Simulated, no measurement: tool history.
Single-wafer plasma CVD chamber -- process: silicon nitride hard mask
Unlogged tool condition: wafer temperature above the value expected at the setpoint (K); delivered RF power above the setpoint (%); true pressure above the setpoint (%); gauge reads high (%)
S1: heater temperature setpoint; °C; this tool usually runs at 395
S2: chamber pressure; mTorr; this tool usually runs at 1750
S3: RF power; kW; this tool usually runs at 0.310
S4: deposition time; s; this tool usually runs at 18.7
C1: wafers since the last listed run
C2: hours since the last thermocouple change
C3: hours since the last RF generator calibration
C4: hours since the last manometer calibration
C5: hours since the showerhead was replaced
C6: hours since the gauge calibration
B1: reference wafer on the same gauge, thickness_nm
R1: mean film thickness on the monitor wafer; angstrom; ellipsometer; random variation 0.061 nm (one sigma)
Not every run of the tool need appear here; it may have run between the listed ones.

run,hour,S1,S2,S3,S4,C1,C2,C3,C4,C5,C6,B1,R1
1,0.0,395,1750,0.310,18.7,0,1242.1,752.6,397.5,1950.6,518.0,22.401,229.00
2,36.1,395,1750,0.310,18.7,630,1278.2,788.7,433.6,1986.7,554.1,22.407,228.10
3,160.4,385,1750,0.310,18.7,2170,1402.5,913.0,557.9,2111.0,678.4,22.410,227.59
4,205.4,395,1750,0.340,18.7,785,1447.5,958.0,602.9,2156.0,723.4,22.405,243.41
5,256.4,395,1750,0.340,18.7,890,1498.5,1009.0,653.9,2207.0,774.4,22.386,243.49
6,311.4,395,1750,0.310,18.7,960,1553.5,1064.0,708.9,2262.0,829.4,22.386,227.33
# hour 339.5: RF generator calibrated
7,395.9,395,1750,0.310,18.7,1335,1638.0,56.4,793.4,2346.5,913.9,22.374,231.89
8,491.6,395,1580,0.310,18.7,1670,1733.7,152.1,889.1,2442.2,1009.6,22.407,223.01
9,554.6,391,1750,0.340,20.1,1100,1796.7,215.1,952.1,2505.2,1072.6,22.402,267.09
# hour 572.7: capacitance manometer re-zeroed and calibrated
# hour 594.4: gauge calibrated
# hour 603.3: thermocouple changed; heater temperature recalibrated
10,661.3,395,1750,0.310,18.7,1583,58.0,321.8,88.6,2611.9,66.9,22.385,229.23
# hour 674.9: showerhead replaced
11,748.5,395,1460,0.310,16.3,1382,145.2,409.0,175.8,73.6,154.1,22.394,187.46
12,836.3,395,2020,0.310,18.7,1533,233.0,496.8,263.6,161.4,241.9,22.373,238.87
13,931.2,409,2060,0.310,16.3,1657,327.9,591.7,358.5,256.3,336.8,22.394,208.35

Expected results for the next run?
14,985.5,395,1750,0.310,18.7,948,382.2,646.0,412.8,310.6,391.1,?,?

Run 14 came out at B1 22.416, R1 226.27 angstrom.
Were there no unlogged condition in the tool, this run, its random variation unchanged, would have produced R1 232.16 angstrom.

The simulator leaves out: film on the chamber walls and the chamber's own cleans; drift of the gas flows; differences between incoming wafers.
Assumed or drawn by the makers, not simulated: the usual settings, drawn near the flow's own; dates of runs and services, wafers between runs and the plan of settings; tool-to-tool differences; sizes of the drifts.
